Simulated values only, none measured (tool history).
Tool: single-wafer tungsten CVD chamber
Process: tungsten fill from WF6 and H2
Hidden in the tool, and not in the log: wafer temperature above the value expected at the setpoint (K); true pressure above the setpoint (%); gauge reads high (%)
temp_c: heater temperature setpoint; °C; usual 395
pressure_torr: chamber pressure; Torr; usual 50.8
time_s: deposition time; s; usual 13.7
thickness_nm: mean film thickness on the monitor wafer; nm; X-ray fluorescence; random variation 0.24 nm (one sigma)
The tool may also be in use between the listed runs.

run   hour  temp_c  pressure_torr  time_s  wafers since the last listed run  hours since the last thermocouple change  hours since the last manometer calibration  hours since the showerhead was replaced  hours since the gauge calibration  read-back reference wafer on the same gauge, thickness_nm  thickness_nm
  1      0     395           50.8    13.7                                 0                                    1180.3                                       973.2                                   2663.4                                5.8                                                      44.36        37.271
  2   34.1     395           60.5    13.7                               715                                    1214.4                                      1007.3                                   2697.5                               39.9                                                     44.451        39.929
  3   51.3     395           60.5    13.7                               361                                    1231.6                                      1024.5                                   2714.7                               57.1                                                     44.377        40.392
  4   86.4     395           60.5    13.7                               736                                    1266.7                                      1059.6                                   2749.8                               92.2                                                     44.382        40.028
  5  120.6     395           50.8    13.7                               718                                    1300.9                                      1093.8                                     2784                              126.4                                                     44.387        37.335
  6  142.4     403           50.8    13.7                               457                                    1322.7                                      1115.6                                   2805.8                              148.2                                                     44.411        44.011
  7  174.6     395           50.8    13.7                               676                                    1354.9                                      1147.8                                     2838                              180.4                                                     44.416        37.224
  8  201.1     395           50.8    13.7                               556                                    1381.4                                      1174.3                                   2864.5                              206.9                                                     44.329        37.109
  9  215.4     402           50.8    13.7                               300                                    1395.7                                      1188.6                                   2878.8                              221.2                                                     44.412         43.61
 10  230.8     402           50.8    13.7                               323                                    1411.1                                        1204                                   2894.2                              236.6                                                     44.379        43.227
 11  251.5     395             46    13.7                               434                                    1431.8                                      1224.7                                   2914.9                              257.3                                                     44.461        35.478
     281.2  -- showerhead replaced
 12    283     395             46    13.7                               493                                    1463.3                                      1256.2                                      1.8                              288.8                                                     44.399        35.342
 13  300.1     395             46    13.7                               359                                    1480.4                                      1273.3                                     18.9                              305.9                                                     44.454        34.977
     319.4  -- thermocouple changed; heater temperature recalibrated
 14  328.3     395           50.8    13.7                               424                                       8.9                                      1301.5                                     47.1                              334.1                                                     44.388         41.47
 15  342.1     385             39    12.1                               289                                      22.7                                      1315.3                                     60.9                              347.9                                                     44.406        25.855
 16  357.9     410             57      15                               331                                      38.5                                      1331.1                                     76.7                              363.7                                                      44.41        64.015
 17  389.3     395           50.8    13.7                               659                                      69.9                                      1362.5                                    108.1                              395.1                                                     44.381        40.057
 18  415.2     400           61.2    15.7                               543                                      95.8                                      1388.4                                      134                                421                                                     44.379        56.144
     438.9  -- capacitance manometer re-zeroed and calibrated
 19  439.4     395           45.6    13.7                               340                                       120                                         0.5                                    158.2                              445.2                                                     44.393        38.017
     442.1  -- gauge calibrated
 20  449.6     395           50.8      11                               214                                     130.2                                        10.7                                    168.4                                7.5                                                     44.467        32.373
 21  483.5     410           62.6    12.1                               711                                     164.1                                        44.6                                    202.3                               41.4                                                     44.448        52.021
 22  502.7     383           50.8    13.7                               403                                     183.3                                        63.8                                    221.5                               60.6                                                     44.384        29.895
 23  521.3     395           50.8    11.9                               390                                     201.9                                        82.4                                    240.1                               79.2                                                     44.412        33.828
 24  546.4     409           55.3    12.8                               526                                       227                                       107.5                                    265.2                              104.3                                                      44.48        50.528
 25  561.3     406           56.3    11.1                               312                                     241.9                                       122.4                                    280.1                              119.2                                                     44.352        41.474
 26  578.9     395           45.6    13.7                               369                                     259.5                                         140                                    297.7                              136.8                                                     44.411         37.15

The same runs without the tool's hidden state, with the same run-to-run variation:
run  thickness_nm
  1        42.326
  2        45.382
  3        45.925
  4        45.545
  5        42.509
  6        49.778
  7        42.423
  8        42.309
  9         49.44
 10        49.017
 11        40.481
 12        40.343
 13        39.935
 14        42.836
 15        26.869
 16        66.304
 17        42.059
 18        59.242
 19        40.397
 20        34.478
 21        55.364
 22        32.377
 23        36.563
 24        54.452
 25        44.882
 26         40.57

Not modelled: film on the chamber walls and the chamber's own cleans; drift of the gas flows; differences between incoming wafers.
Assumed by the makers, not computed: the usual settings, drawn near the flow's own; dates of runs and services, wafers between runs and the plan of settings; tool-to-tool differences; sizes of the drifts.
